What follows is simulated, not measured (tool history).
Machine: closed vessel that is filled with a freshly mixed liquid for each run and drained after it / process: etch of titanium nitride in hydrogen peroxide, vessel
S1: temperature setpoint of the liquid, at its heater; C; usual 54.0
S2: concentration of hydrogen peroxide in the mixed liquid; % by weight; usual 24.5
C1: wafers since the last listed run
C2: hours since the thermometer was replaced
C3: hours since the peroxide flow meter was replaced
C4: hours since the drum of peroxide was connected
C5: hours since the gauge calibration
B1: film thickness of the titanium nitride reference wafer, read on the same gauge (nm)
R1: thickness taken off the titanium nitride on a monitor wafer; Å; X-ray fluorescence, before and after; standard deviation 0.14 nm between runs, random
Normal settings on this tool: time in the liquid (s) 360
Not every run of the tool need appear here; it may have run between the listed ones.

run 1 hour=0.0 | S1=54.0 S2=24.5 time_in_the_liquid_(s)=360 | C1=0 C2=1908.8 C3=1182.5 C4=449.8 C5=386.8 | B1=130.00 | R1=190.2
run 2 hour=52.5 | S1=54.0 S2=24.5 time_in_the_liquid_(s)=360 | C1=3885 C2=1961.3 C3=1235.0 C4=502.3 C5=439.3 | B1=129.98 | R1=189.3
run 3 hour=97.5 | S1=54.0 S2=24.5 time_in_the_liquid_(s)=360 | C1=3330 C2=2006.3 C3=1280.0 C4=547.3 C5=484.3 | B1=129.99 | R1=187.2
run 4 hour=155.3 | S1=54.0 S2=24.5 time_in_the_liquid_(s)=360 | C1=4277 C2=2064.1 C3=1337.8 C4=605.1 C5=542.1 | B1=130.00 | R1=188.8
run 5 hour=197.0 | S1=54.0 S2=24.5 time_in_the_liquid_(s)=360 | C1=3086 C2=2105.8 C3=1379.5 C4=646.8 C5=583.8 | B1=129.97 | R1=189.4
run 6 hour=244.4 | S1=54.0 S2=24.5 time_in_the_liquid_(s)=360 | C1=3507 C2=2153.2 C3=1426.9 C4=694.2 C5=631.2 | B1=129.99 | R1=189.6
run 7 hour=306.5 | S1=54.0 S2=24.5 time_in_the_liquid_(s)=360 | C1=4595 C2=2215.3 C3=1489.0 C4=756.3 C5=693.3 | B1=130.03 | R1=187.3
-- hour=427.1 new drum of peroxide connected
run 8 hour=480.9 | S1=54.0 S2=24.5 time_in_the_liquid_(s)=360 | C1=12832 C2=2389.7 C3=1663.4 C4=53.8 C5=867.7 | B1=129.99 | R1=183.2
-- hour=483.6 peroxide flow meter replaced
run 9 hour=534.5 | S1=54.0 S2=24.5 time_in_the_liquid_(s)=360 | C1=3892 C2=2443.3 C3=50.9 C4=107.4 C5=921.3 | B1=130.00 | R1=186.0
run 10 hour=590.7 | S1=47.5 S2=30.0 time_in_the_liquid_(s)=360 | C1=4159 C2=2499.5 C3=107.1 C4=163.6 C5=977.5 | B1=130.02 | R1=118.4
-- hour=597.5 gauge calibrated
run 11 hour=621.6 | S1=54.0 S2=24.5 time_in_the_liquid_(s)=360 | C1=2286 C2=2530.4 C3=138.0 C4=194.5 C5=24.1 | B1=129.99 | R1=183.2
-- hour=624.7 thermometer replaced
run 12 hour=658.1 | S1=47.5 S2=30.0 time_in_the_liquid_(s)=360 | C1=2627 C2=33.4 C3=174.5 C4=231.0 C5=60.6 | B1=130.00 | R1=135.8
run 13 hour=685.9 | S1=54.0 S2=24.5 time_in_the_liquid_(s)=360 | C1=2057 C2=61.2 C3=202.3 C4=258.8 C5=88.4 | B1=130.00 | R1=210.2
run 14 hour=722.7 | S1=54.0 S2=24.5 time_in_the_liquid_(s)=360 | C1=2723 C2=98.0 C3=239.1 C4=295.6 C5=125.2 | B1=129.96 | R1=207.4
run 15 hour=751.2 | S1=54.0 S2=24.5 time_in_the_liquid_(s)=240 | C1=2109 C2=126.5 C3=267.6 C4=324.1 C5=153.7 | B1=130.02 | R1=140.3
run 16 hour=821.6 | S1=54.0 S2=27.5 time_in_the_liquid_(s)=360 | C1=5210 C2=196.9 C3=338.0 C4=394.5 C5=224.1 | B1=130.00 | R1=211.3
run 17 hour=849.8 | S1=54.0 S2=24.5 time_in_the_liquid_(s)=145 | C1=2086 C2=225.1 C3=366.2 C4=422.7 C5=252.3 | B1=130.01 | R1=83.4
run 18 hour=893.8 | S1=46.0 S2=17.0 time_in_the_liquid_(s)=360 | C1=3256 C2=269.1 C3=410.2 C4=466.7 C5=296.3 | B1=130.02 | R1=107.4
run 19 hour=919.7 | S1=44.5 S2=27.0 time_in_the_liquid_(s)=155 | C1=1916 C2=295.0 C3=436.1 C4=492.6 C5=322.2 | B1=130.02 | R1=45.0
run 20 hour=976.7 | S1=61.5 S2=28.0 time_in_the_liquid_(s)=360 | C1=4218 C2=352.0 C3=493.1 C4=549.6 C5=379.2 | B1=130.02 | R1=357.5

What the log doesn't show, run by run:
peroxide flow below the setpoint (%): 0 on each run
peroxide weaker than its label (%): 0 on each run
gauge reads high (%): 0 on each run
H1: liquid colder than its thermometer reads (K)
run=1 H1=1.65
run=2 H1=1.68
run=3 H1=1.71
run=4 H1=1.75
run=5 H1=1.78
run=6 H1=1.82
run=7 H1=1.86
run=8 H1=1.98
run=9 H1=2.02
run=10 H1=2.06
run=11 H1=2.08
run=12 H1=0.196
run=13 H1=0.215
run=14 H1=0.24
run=15 H1=0.26
run=16 H1=0.309
run=17 H1=0.328
run=18 H1=0.359
run=19 H1=0.376
run=20 H1=0.416
